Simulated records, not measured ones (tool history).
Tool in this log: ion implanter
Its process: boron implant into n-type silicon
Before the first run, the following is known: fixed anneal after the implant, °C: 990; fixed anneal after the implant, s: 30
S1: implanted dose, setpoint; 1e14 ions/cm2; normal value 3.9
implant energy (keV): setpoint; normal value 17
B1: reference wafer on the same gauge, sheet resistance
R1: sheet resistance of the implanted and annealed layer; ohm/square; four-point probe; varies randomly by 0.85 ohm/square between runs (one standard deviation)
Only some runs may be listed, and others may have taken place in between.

Run 1, hour 0: usual settings but implant energy (keV) 13; B1 236.88. Result: R1 277.22 ohm/square.
Run 2, hour 50.5: usual settings; B1 237.15. Result: R1 269.1 ohm/square.
Run 3, hour 98.1: usual settings; B1 236.79. Result: R1 268.07 ohm/square.
Run 4, hour 168.6: usual settings; B1 236.93. Result: R1 267.14 ohm/square.
Run 5, hour 203.9: usual settings; B1 236.61. Result: R1 267.5 ohm/square.
At hour 270.8: Faraday cup replaced and dose calibrated, repeated, since the last time left the tool worse.
Run 6, hour 271.3: usual settings but S1 4.43 1e14 ions/cm2; B1 237.14. Result: R1 231.9 ohm/square.
Run 7, hour 307.9: usual settings but S1 4.43 1e14 ions/cm2; B1 237.15. Result: R1 231.14 ohm/square.
Run 8, hour 352.3: usual settings but S1 4.43 1e14 ions/cm2; B1 237.17. Result: R1 230.86 ohm/square.
Run 9, hour 401.5: usual settings but S1 2.97 1e14 ions/cm2; B1 236.51. Result: R1 314.93 ohm/square.
At hour 433.5: gauge calibrated.
Run 10, hour 472.4: usual settings but S1 2.97 1e14 ions/cm2; B1 236.86. Result: R1 316.21 ohm/square.
Run 11, hour 510.4: usual settings but S1 2.97 1e14 ions/cm2; B1 237.21. Result: R1 314.24 ohm/square.
Run 12, hour 668: usual settings; B1 237.08. Result: R1 252.87 ohm/square.
Run 13, hour 725.8: usual settings; B1 237.12. Result: R1 251.37 ohm/square.
Run 14, hour 754.4: usual settings; B1 237.07. Result: R1 250.68 ohm/square.
Run 15, hour 785.2: usual settings but S1 3.02 1e14 ions/cm2, implant energy (keV) 14; B1 237.05. Result: R1 314.32 ohm/square.
At hour 812: extraction supply calibrated.
Run 16, hour 854.6: usual settings but S1 4.34 1e14 ions/cm2; B1 237.07. Result: R1 231.03 ohm/square.
Run 17, hour 887.7: usual settings but S1 3.25 1e14 ions/cm2, implant energy (keV) 11; B1 236.92. Result: R1 301.97 ohm/square.
Run 18, hour 947: usual settings but S1 3.43 1e14 ions/cm2, implant energy (keV) 12; B1 236.91. Result: R1 287.89 ohm/square.
Run 19, hour 1007.9: usual settings but S1 3.02 1e14 ions/cm2, implant energy (keV) 22.5; B1 237.17. Result: R1 300.34 ohm/square.
Run 20, hour 1040.9: usual settings; B1 236.76. Result: R1 250.95 ohm/square.
Run 21, hour 1098.2: usual settings; B1 236.88. Result: R1 250.39 ohm/square.
Run 22, hour 1140.4: usual settings but S1 2.94 1e14 ions/cm2, implant energy (keV) 11.5; B1 236.96. Result: R1 326.34 ohm/square.
Run 23, hour 1189.7: usual settings but S1 3.46 1e14 ions/cm2; B1 236.71. Result: R1 275.59 ohm/square.
Run 24, hour 1223.3: usual settings; B1 237.07. Result: R1 249.55 ohm/square.
Run 25, hour 1262: usual settings but S1 3.59 1e14 ions/cm2; B1 236.84. Result: R1 266.82 ohm/square.
Run 26, hour 1316.9: usual settings; B1 237.05. Result: R1 251.84 ohm/square.
Run 27, hour 1382.1: usual settings but S1 4.24 1e14 ions/cm2, implant energy (keV) 21.5; B1 237.12. Result: R1 228.41 ohm/square.
Run 28, hour 1414.2: usual settings; B1 237.1. Result: R1 249.48 ohm/square.
At hour 1474.5: Faraday cup replaced and dose calibrated.
Run 29, hour 1515.6: usual settings but S1 4.4 1e14 ions/cm2, implant energy (keV) 13.5; B1 236.9. Result: R1 236.09 ohm/square.
Run 30, hour 1575.5: usual settings; B1 236.55. Result: R1 255 ohm/square.
Run 31, hour 1643.2: usual settings; B1 236.86. Result: R1 252.53 ohm/square.
Run 32, hour 1689.9: usual settings but S1 2.91 1e14 ions/cm2, implant energy (keV) 14; B1 237.01. Result: R1 326.49 ohm/square.
Run 33, hour 1729.5: usual settings; B1 236.81. Result: R1 253.08 ohm/square.
Run 34, hour 1762.6: usual settings but S1 4.65 1e14 ions/cm2, implant energy (keV) 19; B1 237.04. Result: R1 217.71 ohm/square.
Run 35, hour 1789.5: usual settings but S1 5.01 1e14 ions/cm2, implant energy (keV) 21; B1 236.71. Result: R1 202.26 ohm/square.
Run 36, hour 1825.2: usual settings but S1 3.53 1e14 ions/cm2, implant energy (keV) 19; B1 236.88. Result: R1 269.35 ohm/square.
Run 37, hour 1895.8: usual settings; B1 237.03. Result: R1 250.82 ohm/square.

List, for all runs, the conditions of the tool that the log does not record:
deviation of the true energy from its setpoint, %: 0 in every run
gauge reads high (%): 0 in every run
H1: deviation of the true dose from the Faraday cup's reading, %
run      H1
  1   -6.16
  2    -5.8
  3    -5.5
  4   -5.11
  5   -4.93
  6  0.0251
  7   0.327
  8   0.661
  9   0.992
 10    1.41
 11     1.6
 12    2.25
 13    2.44
 14    2.52
 15     2.6
 16    2.77
 17    2.84
 18    2.95
 19    3.05
 20     3.1
 21    3.18
 22    3.23
 23    3.28
 24    3.32
 25    3.35
 26    3.39
 27    3.44
 28    3.46
 29    0.36
 30   0.798
 31    1.23
 32    1.48
 33    1.68
 34    1.83
 35    1.95
 36    2.09
 37    2.34
